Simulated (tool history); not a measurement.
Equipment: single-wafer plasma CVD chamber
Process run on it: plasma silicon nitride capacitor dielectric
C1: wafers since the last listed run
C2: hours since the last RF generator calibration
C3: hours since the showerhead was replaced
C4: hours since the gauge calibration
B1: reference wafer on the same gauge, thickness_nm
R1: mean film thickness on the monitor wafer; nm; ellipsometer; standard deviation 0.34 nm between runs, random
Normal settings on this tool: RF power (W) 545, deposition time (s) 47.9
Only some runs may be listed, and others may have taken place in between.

Run 1, hour 0: usual settings; C1 0; C2 1122.3; C3 5219.3; C4 166.4; B1 63.088. Result: R1 78.66 nm.
Run 2, hour 69.8: usual settings; C1 1864; C2 1192.1; C3 5289.1; C4 236.2; B1 63.133. Result: R1 78.416 nm.
Run 3, hour 186.3: usual settings but RF power (W) 470; C1 3111; C2 1308.6; C3 5405.6; C4 352.7; B1 63.12. Result: R1 74.102 nm.
At hour 341.5: RF generator calibrated.
Run 4, hour 352.7: usual settings but RF power (W) 470; C1 4230; C2 11.2; C3 5572; C4 519.1; B1 63.08. Result: R1 73.981 nm.
Run 5, hour 404.4: usual settings but RF power (W) 495, deposition time (s) 42; C1 1380; C2 62.9; C3 5623.7; C4 570.8; B1 63.099. Result: R1 66.199 nm.
At hour 427.8: gauge calibrated.
Run 6, hour 436.2: usual settings but RF power (W) 495, deposition time (s) 42; C1 849; C2 94.7; C3 5655.5; C4 8.4; B1 63.114. Result: R1 66.379 nm.
Run 7, hour 460.5: usual settings but RF power (W) 495, deposition time (s) 42; C1 649; C2 119; C3 5679.8; C4 32.7; B1 63.1. Result: R1 66.496 nm.
Run 8, hour 527.6: usual settings but RF power (W) 640, deposition time (s) 53.5; C1 1792; C2 186.1; C3 5746.9; C4 99.8; B1 63.116. Result: R1 94.101 nm.
At hour 567.1: showerhead replaced.
Run 9, hour 593.6: usual settings but RF power (W) 635, deposition time (s) 54.4; C1 1549; C2 252.1; C3 26.5; C4 165.8; B1 63.198. Result: R1 95.609 nm.
Run 10, hour 618.5: usual settings but deposition time (s) 45.1; C1 665; C2 277; C3 51.4; C4 190.7; B1 63.09. Result: R1 74.468 nm.
Run 11, hour 674.1: usual settings but RF power (W) 615, deposition time (s) 40.2; C1 1485; C2 332.6; C3 107; C4 246.3; B1 63.064. Result: R1 69.235 nm.
Run 12, hour 735.2: usual settings but RF power (W) 590, deposition time (s) 52.2; C1 1631; C2 393.7; C3 168.1; C4 307.4; B1 63.148. Result: R1 88.763 nm.
Run 13, hour 761.7: usual settings but RF power (W) 435, deposition time (s) 51.5; C1 707; C2 420.2; C3 194.6; C4 333.9; B1 63.069. Result: R1 76.833 nm.
Run 14, hour 795.2: usual settings but deposition time (s) 41.2; C1 894; C2 453.7; C3 228.1; C4 367.4; B1 63.045. Result: R1 68.499 nm.
Run 15, hour 853.1: usual settings; C1 1546; C2 511.6; C3 286; C4 425.3; B1 63.11. Result: R1 79.003 nm.

Consider 3 possible next runs. They are alternatives, not a sequence: every one starts from the tool as it was left by run 15. What does each give?
Run A, hour 853.5: usual settings; C1 10; C2 512; C3 286.4; C4 425.7; B1 ?. Result: R1 ?.
Run B, hour 853.5: usual settings but deposition time (s) 53.2; C1 10; C2 512; C3 286.4; C4 425.7; B1 ?. Result: R1 ?.
Run C, hour 853.5: usual settings but RF power (W) 590, deposition time (s) 57.1; C1 10; C2 512; C3 286.4; C4 425.7; B1 ?. Result: R1 ?.

run      B1      R1
  A  63.138  78.924
  B  63.138  87.657
  C  63.138  97.253
With the hidden condition removed and each run's random variation left untouched, the same runs would have given:
run      R1
  A  78.924
  B  87.657
  C  97.253
